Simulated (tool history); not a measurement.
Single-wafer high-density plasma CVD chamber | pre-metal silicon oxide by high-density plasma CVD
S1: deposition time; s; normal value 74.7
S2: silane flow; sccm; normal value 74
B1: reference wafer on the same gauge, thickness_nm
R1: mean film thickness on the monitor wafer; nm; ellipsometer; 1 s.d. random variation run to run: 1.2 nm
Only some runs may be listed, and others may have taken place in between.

run,hour,S1,S2,B1,R1
1,0,78.4,84,596.304,627.033
2,29.1,74.7,74,595.917,525.336
3,81.4,74.7,67,595.821,477.757
4,103.8,74.7,67,596.04,479.948
5,136.9,74.7,67,595.753,477.428
6,164.5,74.7,74,596.122,529.022
7,181.6,84,80,595.494,644.213
8,211.8,84,80,595.425,645.42
9,237.2,66.1,74,596.054,469.321
10,272.7,74.7,74,595.903,530.768
# hour 281.9: gauge calibrated
11,285.5,70,68,595.425,457.935
12,306.7,74.7,69,595.85,496.132
13,331.6,80.2,74,595.997,570.731
# hour 343.6: silane flow controller replaced
14,358.9,74.7,64,595.972,439.295
15,391,84.7,74,595.609,578.268
16,407.6,62.5,68,596.07,391.558
17,433.9,89.1,85,595.921,700.487
18,466.8,69.1,82,596.111,523.093

Here are 4 independent what-if runs from the current tool condition. What would each one return?
A,467.2,74.7,74,?,?
B,467.2,63.3,74,?,?
C,467.2,83.2,63,?,?
D,467.2,88.8,84,?,?

run,B1,R1
A,596.112,511.256
B,596.112,433.233
C,596.112,484.786
D,596.112,689.887
With no hidden state in the tool, these same runs would have given:
run,R1
A,507.432
B,429.992
C,481.16
D,684.727
